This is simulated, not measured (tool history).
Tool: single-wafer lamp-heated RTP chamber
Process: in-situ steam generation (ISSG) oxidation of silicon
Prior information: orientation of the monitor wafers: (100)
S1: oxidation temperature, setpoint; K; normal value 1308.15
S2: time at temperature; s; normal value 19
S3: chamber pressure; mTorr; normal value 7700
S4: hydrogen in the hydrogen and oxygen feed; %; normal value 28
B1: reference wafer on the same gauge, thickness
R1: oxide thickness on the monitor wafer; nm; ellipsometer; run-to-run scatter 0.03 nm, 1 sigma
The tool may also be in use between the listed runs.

run	hour	S1	S2	S3	S4	B1	R1
1	0	1308.15	19	7700	28	7.632	6.928
2	184.4	1308.15	19	7700	28	7.638	7.033
3	236.7	1308.15	19	7700	28	7.656	7.011
4	282.7	1308.15	19	7700	28	7.639	7.064
5	318.9	1315.15	14	7700	28	7.633	5.916
6	380.7	1315.15	14	7700	28	7.654	5.943
7	429.6	1315.15	14	7700	28	7.635	5.931
8	470.5	1308.15	12	7700	23	7.635	5.096
9	520.2	1308.15	19	7700	32	7.646	6.931
10	565.3	1308.15	19	7100	28	7.636	6.635
11	611.8	1315.15	14	7700	28	7.644	5.98
12	650.6	1308.15	24	7700	32	7.634	7.807
13	692.2	1308.15	25	9100	22	7.66	7.218
14	729.1	1308.15	19	7700	28	7.632	6.735
15	764.1	1308.15	19	7700	28	7.635	6.761
16	815.7	1308.15	19	7700	28	7.639	6.641
17	859.8	1320.15	26	6900	28	7.628	8.246
18	897.6	1308.15	19	7700	28	7.63	6.663
19	967.4	1291.15	19	7700	28	7.641	6.112
20	1028.7	1308.15	25	7700	28	7.629	7.641
21	1085.4	1322.15	23	7100	31	7.645	8.237
22	1113	1294.15	19	7700	31	7.646	6.457
23	1232	1308.15	15	7700	32	7.626	6.257
24	1270.7	1308.15	19	7700	28	7.624	6.757
25	1336	1308.15	19	7700	28	7.626	6.56
26	1385.3	1322.15	13	7700	28	7.654	5.872
27	1451.7	1308.15	16	8400	28	7.636	6.146
28	1516.6	1326.15	12	6900	32	7.655	6.075
29	1617.4	1308.15	17	7700	32	7.631	6.569
30	1641.9	1308.15	13	7700	28	7.651	5.562

Withheld: 6 entries from between the runs. Position of each, and hidden state at the listed run before versus the listed run after:
Logged between run 4 and run 5: pyrometer window cleaned and pyrometer calibrated, repeated, since the last time left the tool worse (hour 307.2)
  true wafer temperature minus pyrometer reading, K: 12.8 -> 0.534
  measured less the result without the state, R1: +0.45 -> +0.015 nm
Logged between run 12 and run 13: pressure gauge zeroed (hour 670.8)
  true wafer temperature minus pyrometer reading, K: 3.4 -> 3.76
  measured less the result without the state, R1: +0.139 -> +0.143 nm
Logged between run 15 and run 16: pyrometer window cleaned and pyrometer calibrated (hour 798.7); gauge calibrated (hour 802)
  true wafer temperature minus pyrometer reading, K: 4.38 -> 0.697
  measured less the result without the state, R1: +0.147 -> +0.022 nm
Logged between run 20 and run 21: hydrogen flow controller replaced (hour 1078.8)
  true wafer temperature minus pyrometer reading, K: 2.54 -> 3.03
  measured less the result without the state, R1: +0.102 -> +0.138 nm
Logged between run 24 and run 25: pyrometer window cleaned and pyrometer calibrated (hour 1335.5)
  true wafer temperature minus pyrometer reading, K: 4.63 -> 0.056
  measured less the result without the state, R1: +0.155 -> +0.002 nm
